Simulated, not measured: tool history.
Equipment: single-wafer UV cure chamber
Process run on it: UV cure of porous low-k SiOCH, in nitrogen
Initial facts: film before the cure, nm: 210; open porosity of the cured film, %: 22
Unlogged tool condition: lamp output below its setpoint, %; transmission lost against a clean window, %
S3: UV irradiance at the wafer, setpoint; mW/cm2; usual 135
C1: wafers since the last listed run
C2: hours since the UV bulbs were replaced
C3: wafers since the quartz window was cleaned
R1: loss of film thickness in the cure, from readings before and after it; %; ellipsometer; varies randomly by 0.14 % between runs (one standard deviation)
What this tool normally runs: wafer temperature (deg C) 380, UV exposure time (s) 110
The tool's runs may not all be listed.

Run 1, day 0.000: usual settings but S3 116 mW/cm2; C1 0; C2 1116.4; C3 3412. Result: R1 8.503 %.
Run 2, day 1.046: usual settings but S3 116 mW/cm2; C1 123; C2 1141.5; C3 3535. Result: R1 8.509 %.
Run 3, day 2.475: usual settings but S3 116 mW/cm2; C1 168; C2 1175.8; C3 3704. Result: R1 8.721 %.
Run 4, day 3.492: usual settings; C1 119; C2 1200.2; C3 3824. Result: R1 9.215 %.
Run 5, day 4.396: usual settings; C1 106; C2 1221.9; C3 3930. Result: R1 9.206 %.
Run 6, day 5.225: usual settings; C1 97; C2 1241.8; C3 4028. Result: R1 9.295 %.
Run 7, day 5.825: usual settings; C1 70; C2 1256.2; C3 4099. Result: R1 8.951 %.
Run 8, day 6.362: usual settings but wafer temperature (deg C) 368, S3 125 mW/cm2; C1 63; C2 1269.1; C3 4162. Result: R1 8.621 %.
Run 9, day 6.871: usual settings but wafer temperature (deg C) 368, S3 125 mW/cm2; C1 59; C2 1281.3; C3 4222. Result: R1 8.642 %.
Run 10, day 7.575: usual settings but wafer temperature (deg C) 368, S3 125 mW/cm2; C1 83; C2 1298.2; C3 4305. Result: R1 8.682 %.
Run 11, day 8.662: usual settings but UV exposure time (s) 160; C1 128; C2 1324.3; C3 4434. Result: R1 11.049 %.
Run 12, day 9.742: usual settings; C1 127; C2 1350.2; C3 4561. Result: R1 9.381 %.
Run 13, day 10.883: usual settings but UV exposure time (s) 135; C1 134; C2 1377.6; C3 4696. Result: R1 10.039 %.
Run 14, day 11.788: usual settings but wafer temperature (deg C) 400; C1 106; C2 1399.3; C3 4803. Result: R1 9.402 %.
At day 13.233: quartz window cleaned.
Run 15, day 13.254: usual settings; C1 133; C2 1434.5; C3 2. Result: R1 9.179 %.
Run 16, day 16.688: usual settings; C1 405; C2 1516.9; C3 407. Result: R1 8.938 %.
Run 17, day 18.012: usual settings; C1 156; C2 1548.7; C3 563. Result: R1 9.223 %.
At day 18.983: UV bulbs replaced.
Run 18, day 19.246: usual settings but wafer temperature (deg C) 367, UV exposure time (s) 50, S3 169 mW/cm2; C1 106; C2 6.3; C3 670. Result: R1 8.154 %.
Run 19, day 19.800: usual settings but wafer temperature (deg C) 386, UV exposure time (s) 155, S3 154 mW/cm2; C1 65; C2 19.6; C3 735. Result: R1 13.608 %.
Run 20, day 20.950: usual settings; C1 135; C2 47.2; C3 871. Result: R1 11.043 %.
Run 21, day 21.471: usual settings but wafer temperature (deg C) 399, UV exposure time (s) 150, S3 109 mW/cm2; C1 61; C2 59.7; C3 932. Result: R1 11.881 %.
Run 22, day 22.442: usual settings but wafer temperature (deg C) 361, UV exposure time (s) 145, S3 154 mW/cm2; C1 114; C2 83.0; C3 1047. Result: R1 12.485 %.
Run 23, day 23.258: usual settings but wafer temperature (deg C) 388, UV exposure time (s) 75; C1 96; C2 102.6; C3 1143. Result: R1 9.309 %.
Run 24, day 23.975: usual settings but wafer temperature (deg C) 368, UV exposure time (s) 80, S3 117 mW/cm2; C1 84; C2 119.8; C3 1228. Result: R1 8.204 %.
Run 25, day 24.488: usual settings but S3 160 mW/cm2; C1 60; C2 132.1; C3 1288. Result: R1 11.671 %.
Run 26, day 25.721: usual settings but wafer temperature (deg C) 368, UV exposure time (s) 80, S3 117 mW/cm2; C1 145; C2 161.7; C3 1434. Result: R1 8.412 %.
Run 27, day 26.862: usual settings but wafer temperature (deg C) 399, UV exposure time (s) 150, S3 109 mW/cm2; C1 134; C2 189.1; C3 1568. Result: R1 11.597 %.

Below are 5 alternative next runs, each starting from the tool's condition after run 27. Predict each:
Run A, day 26.883: usual settings; C1 2; C2 189.6; C3 1571. Result: R1 ?.
Run B, day 26.883: usual settings but S3 118 mW/cm2; C1 2; C2 189.6; C3 1571. Result: R1 ?.
Run C, day 26.883: usual settings but S3 121 mW/cm2; C1 2; C2 189.6; C3 1571. Result: R1 ?.
Run D, day 26.883: usual settings but wafer temperature (deg C) 394, UV exposure time (s) 90, S3 119 mW/cm2; C1 2; C2 189.6; C3 1571. Result: R1 ?.
Run E, day 26.883: usual settings but wafer temperature (deg C) 372, UV exposure time (s) 145, S3 150 mW/cm2; C1 2; C2 189.6; C3 1571. Result: R1 ?.

run      R1
  A  10.641
  B  10.000
  C  10.119
  D   9.359
  E  12.345
The same runs, with their run-to-run variation unchanged, on a tool lacking any hidden condition would have given:
run      R1
  A  11.233
  B  10.584
  C  10.704
  D   9.935
  E  12.961

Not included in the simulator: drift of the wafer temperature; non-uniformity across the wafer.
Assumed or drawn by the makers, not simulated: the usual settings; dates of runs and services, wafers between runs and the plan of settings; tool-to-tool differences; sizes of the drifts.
